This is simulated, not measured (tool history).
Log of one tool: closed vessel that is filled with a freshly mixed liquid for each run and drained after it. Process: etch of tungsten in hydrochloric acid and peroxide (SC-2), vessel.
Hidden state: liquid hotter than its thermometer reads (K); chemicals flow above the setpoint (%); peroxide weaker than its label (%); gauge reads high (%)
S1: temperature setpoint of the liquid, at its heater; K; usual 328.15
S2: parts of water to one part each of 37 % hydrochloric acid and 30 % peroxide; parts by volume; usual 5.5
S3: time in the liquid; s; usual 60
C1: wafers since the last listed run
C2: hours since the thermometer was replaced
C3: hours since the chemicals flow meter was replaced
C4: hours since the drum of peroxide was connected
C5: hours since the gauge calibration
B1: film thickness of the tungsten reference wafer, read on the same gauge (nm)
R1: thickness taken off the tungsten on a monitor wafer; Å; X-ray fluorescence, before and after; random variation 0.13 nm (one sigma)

| run | hour | S1 | S2 | S3 | C1 | C2 | C3 | C4 | C5 | B1 | R1 |
|---|---|---|---|---|---|---|---|---|---|---|---|
| 1 | 0 | 328.15 | 5.5 | 60 | 0 | 305.3 | 1537.6 | 16.1 | 1299.9 | 39.96 | 361.6 |
| 2 | 42.5 | 323.65 | 4.5 | 60 | 4581 | 347.8 | 1580.1 | 58.6 | 1342.4 | 39.96 | 309 |
| 3 | 113.2 | 323.65 | 4.5 | 60 | 7621 | 418.5 | 1650.8 | 129.3 | 1413.1 | 39.97 | 307.8 |
| 4 | 167.8 | 328.15 | 5.5 | 60 | 5885 | 473.1 | 1705.4 | 183.9 | 1467.7 | 40 | 359.7 |
| 5 | 210.8 | 328.15 | 5.5 | 60 | 4635 | 516.1 | 1748.4 | 226.9 | 1510.7 | 40 | 356.1 |
| 6 | 267.7 | 328.15 | 5.5 | 40 | 6133 | 573 | 1805.3 | 283.8 | 1567.6 | 39.97 | 239.1 |
| 7 | 348.5 | 328.15 | 5.5 | 40 | 8710 | 653.8 | 1886.1 | 364.6 | 1648.4 | 40 | 238.4 |
|  | 409.5 | thermometer replaced |
| 8 | 422 | 328.15 | 5.5 | 40 | 7815 | 12.5 | 1959.6 | 438.1 | 1721.9 | 40 | 236.7 |
|  | 448.2 | new drum of peroxide connected, repeated, since the last time left the tool worse |
| 9 | 507.8 | 328.15 | 4.5 | 45 | 9141 | 98.3 | 2045.4 | 59.6 | 1807.7 | 40.02 | 315.9 |
| 10 | 558.1 | 328.15 | 4.5 | 45 | 5422 | 148.6 | 2095.7 | 109.9 | 1858 | 40 | 318.7 |
| 11 | 630.3 | 332.65 | 5.5 | 35 | 7783 | 220.8 | 2167.9 | 182.1 | 1930.2 | 39.98 | 284.8 |
|  | 635.8 | gauge calibrated |
| 12 | 684.2 | 328.15 | 5.5 | 60 | 5810 | 274.7 | 2221.8 | 236 | 48.4 | 39.99 | 365.8 |
|  | 692.6 | chemicals flow meter replaced |
| 13 | 788.1 | 328.15 | 4 | 60 | 11092 | 378.6 | 95.5 | 339.9 | 152.3 | 40.02 | 453.9 |
| 14 | 844.2 | 322.15 | 5.5 | 75 | 6047 | 434.7 | 151.6 | 396 | 208.4 | 40.03 | 305.9 |
| 15 | 922.9 | 328.15 | 7 | 60 | 8483 | 513.4 | 230.3 | 474.7 | 287.1 | 40.06 | 304.3 |
|  | 1030.5 | thermometer replaced |
| 16 | 1034.7 | 328.15 | 8.5 | 45 | 11944 | 4.2 | 342.1 | 586.5 | 398.9 | 39.98 | 195.1 |
| 17 | 1087.4 | 336.15 | 6.5 | 50 | 5681 | 56.9 | 394.8 | 639.2 | 451.6 | 39.98 | 441 |
| 18 | 1143.1 | 333.65 | 5.5 | 60 | 6004 | 112.6 | 450.5 | 694.9 | 507.3 | 40 | 512.7 |
| 19 | 1202.6 | 328.15 | 5.5 | 60 | 6414 | 172.1 | 510 | 754.4 | 566.8 | 39.99 | 364.8 |
| 20 | 1265.5 | 334.65 | 5.5 | 60 | 6780 | 235 | 572.9 | 817.3 | 629.7 | 40 | 551.9 |
| 21 | 1368.7 | 332.65 | 5.5 | 40 | 11125 | 338.2 | 676.1 | 920.5 | 732.9 | 40.04 | 323.3 |
| 22 | 1439.9 | 328.15 | 5.5 | 60 | 7675 | 409.4 | 747.3 | 991.7 | 804.1 | 40.01 | 362.9 |
| 23 | 1505.7 | 328.15 | 5.5 | 80 | 7093 | 475.2 | 813.1 | 1057.5 | 869.9 | 40.05 | 486.7 |
|  | 1632.8 | thermometer replaced |
| 24 | 1666.1 | 319.65 | 5.5 | 60 | 17183 | 33.3 | 973.5 | 1217.9 | 1030.3 | 40.02 | 204.8 |
| 25 | 1739 | 318.65 | 8 | 60 | 7858 | 106.2 | 1046.4 | 1290.8 | 1103.2 | 39.99 | 143.8 |
|  | 1816.7 | new drum of peroxide connected |
| 26 | 1820.5 | 336.65 | 8 | 60 | 8677 | 187.7 | 1127.9 | 3.8 | 1184.7 | 40.01 | 469.6 |
| 27 | 1868.4 | 328.15 | 5.5 | 30 | 5163 | 235.6 | 1175.8 | 51.7 | 1232.6 | 39.97 | 182.3 |
| 28 | 1921.7 | 328.15 | 5.5 | 60 | 5745 | 288.9 | 1229.1 | 105 | 1285.9 | 40.02 | 367 |
| 29 | 2023.4 | 328.15 | 6.5 | 60 | 10963 | 390.6 | 1330.8 | 206.7 | 1387.6 | 40 | 323.1 |

Measured less the same run without the tool's hidden state. The same run-to-run variation is in both; the gauge's scatter may not be:
| run | R1 |
|---|---|
| 1 | -8.6 |
| 2 | -7.3 |
| 3 | -7.6 |
| 4 | -9.4 |
| 5 | -9.5 |
| 6 | -6.6 |
| 7 | -6.8 |
| 8 | -7 |
| 9 | -0.4 |
| 10 | -0.6 |
| 11 | -0.8 |
| 12 | -1.3 |
| 13 | -2.1 |
| 14 | -1.7 |
| 15 | -2.1 |
| 16 | -1.7 |
| 17 | -4 |
| 18 | -4.9 |
| 19 | -3.8 |
| 20 | -6.2 |
| 21 | -4.1 |
| 22 | -4.9 |
| 23 | -7 |
| 24 | -3.4 |
| 25 | -2.6 |
| 26 | -1.1 |
| 27 | -0.5 |
| 28 | -1.3 |
| 29 | -1.7 |
